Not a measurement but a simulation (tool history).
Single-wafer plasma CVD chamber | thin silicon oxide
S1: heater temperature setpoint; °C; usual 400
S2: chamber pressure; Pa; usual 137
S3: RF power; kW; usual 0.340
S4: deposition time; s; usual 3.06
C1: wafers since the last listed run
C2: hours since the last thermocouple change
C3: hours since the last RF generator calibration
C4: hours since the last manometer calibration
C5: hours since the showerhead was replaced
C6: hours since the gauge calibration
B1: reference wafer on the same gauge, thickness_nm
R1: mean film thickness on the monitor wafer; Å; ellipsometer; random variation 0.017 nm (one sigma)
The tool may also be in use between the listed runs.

{"run": 1, "hour": 0.0, "S1": 400, "S2": 137, "S3": 0.34, "S4": 3.06, "C1": 0, "C2": 1605.8, "C3": 358.9, "C4": 2432.7, "C5": 4711.9, "C6": 419.0, "B1": 6.123, "R1": 67.04}
{"run": 2, "hour": 54.1, "S1": 410, "S2": 137, "S3": 0.34, "S4": 3.06, "C1": 1332, "C2": 1659.9, "C3": 413.0, "C4": 2486.8, "C5": 4766.0, "C6": 473.1, "B1": 6.122, "R1": 66.14}
{"run": 3, "hour": 95.1, "S1": 410, "S2": 137, "S3": 0.34, "S4": 3.06, "C1": 1009, "C2": 1700.9, "C3": 454.0, "C4": 2527.8, "C5": 4807.0, "C6": 514.1, "B1": 6.116, "R1": 66.42}
{"hour": 95.9, "done": "gauge calibrated"}
{"run": 4, "hour": 131.7, "S1": 410, "S2": 137, "S3": 0.34, "S4": 3.06, "C1": 901, "C2": 1737.5, "C3": 490.6, "C4": 2564.4, "C5": 4843.6, "C6": 35.8, "B1": 6.121, "R1": 66.08}
{"run": 5, "hour": 159.3, "S1": 400, "S2": 137, "S3": 0.34, "S4": 3.06, "C1": 679, "C2": 1765.1, "C3": 518.2, "C4": 2592.0, "C5": 4871.2, "C6": 63.4, "B1": 6.121, "R1": 66.86}
{"run": 6, "hour": 228.7, "S1": 400, "S2": 137, "S3": 0.34, "S4": 3.06, "C1": 1709, "C2": 1834.5, "C3": 587.6, "C4": 2661.4, "C5": 4940.6, "C6": 132.8, "B1": 6.118, "R1": 66.74}
{"run": 7, "hour": 297.8, "S1": 411, "S2": 137, "S3": 0.34, "S4": 3.06, "C1": 1702, "C2": 1903.6, "C3": 656.7, "C4": 2730.5, "C5": 5009.7, "C6": 201.9, "B1": 6.12, "R1": 65.6}
{"run": 8, "hour": 328.7, "S1": 400, "S2": 153, "S3": 0.34, "S4": 3.06, "C1": 761, "C2": 1934.5, "C3": 687.6, "C4": 2761.4, "C5": 5040.6, "C6": 232.8, "B1": 6.12, "R1": 70.59}
{"hour": 347.7, "done": "thermocouple changed; heater temperature recalibrated"}
{"run": 9, "hour": 354.7, "S1": 385, "S2": 128, "S3": 0.34, "S4": 3.06, "C1": 443, "C2": 7.0, "C3": 713.6, "C4": 2787.4, "C5": 5066.6, "C6": 258.8, "B1": 6.123, "R1": 63.56}
{"hour": 403.1, "done": "capacitance manometer re-zeroed and calibrated"}
{"hour": 409.4, "done": "showerhead replaced"}
{"run": 10, "hour": 409.9, "S1": 411, "S2": 147, "S3": 0.375, "S4": 2.7, "C1": 1006, "C2": 62.2, "C3": 768.8, "C4": 6.8, "C5": 0.5, "C6": 314.0, "B1": 6.117, "R1": 65.41}
{"run": 11, "hour": 437.4, "S1": 400, "S2": 151, "S3": 0.34, "S4": 3.06, "C1": 677, "C2": 89.7, "C3": 796.3, "C4": 34.3, "C5": 28.0, "C6": 341.5, "B1": 6.119, "R1": 72.94}
{"run": 12, "hour": 462.1, "S1": 410, "S2": 137, "S3": 0.34, "S4": 3.25, "C1": 608, "C2": 114.4, "C3": 821.0, "C4": 59.0, "C5": 52.7, "C6": 366.2, "B1": 6.117, "R1": 72.54}
{"run": 13, "hour": 499.2, "S1": 400, "S2": 137, "S3": 0.34, "S4": 3.06, "C1": 913, "C2": 151.5, "C3": 858.1, "C4": 96.1, "C5": 89.8, "C6": 403.3, "B1": 6.118, "R1": 68.79}
{"hour": 545.5, "done": "RF generator calibrated"}
{"run": 14, "hour": 549.6, "S1": 400, "S2": 113, "S3": 0.37, "S4": 3.44, "C1": 1044, "C2": 201.9, "C3": 4.1, "C4": 146.5, "C5": 140.2, "C6": 453.7, "B1": 6.119, "R1": 71.57}
{"hour": 567.6, "done": "gauge calibrated"}
{"run": 15, "hour": 667.1, "S1": 400, "S2": 137, "S3": 0.34, "S4": 3.06, "C1": 2894, "C2": 319.4, "C3": 121.6, "C4": 264.0, "C5": 257.7, "C6": 99.5, "B1": 6.121, "R1": 69.46}
{"run": 16, "hour": 700.8, "S1": 400, "S2": 137, "S3": 0.34, "S4": 3.06, "C1": 830, "C2": 353.1, "C3": 155.3, "C4": 297.7, "C5": 291.4, "C6": 133.2, "B1": 6.12, "R1": 69.12}
{"run": 17, "hour": 756.7, "S1": 387, "S2": 137, "S3": 0.34, "S4": 2.72, "C1": 1377, "C2": 409.0, "C3": 211.2, "C4": 353.6, "C5": 347.3, "C6": 189.1, "B1": 6.123, "R1": 62.24}

What the log doesn't show, run by run:
wafer temperature above the value expected at the setpoint (K): 0 in every run
gauge reads high (%): 0 in every run
H1: delivered RF power above the setpoint (%)
H2: true pressure above the setpoint (%)
run=1 H1=-3.22 H2=-8.34
run=2 H1=-3.67 H2=-8.38
run=3 H1=-4.02 H2=-8.41
run=4 H1=-4.32 H2=-8.43
run=5 H1=-4.55 H2=-8.45
run=6 H1=-5.14 H2=-8.49
run=7 H1=-5.72 H2=-8.53
run=8 H1=-5.98 H2=-8.55
run=9 H1=-6.2 H2=-8.56
run=10 H1=-6.66 H2=-0.846
run=11 H1=-6.89 H2=-1.07
run=12 H1=-7.1 H2=-1.27
run=13 H1=-7.41 H2=-1.56
run=14 H1=-1.6 H2=-1.94
run=15 H1=-2.58 H2=-2.75
run=16 H1=-2.87 H2=-2.97
run=17 H1=-3.34 H2=-3.31
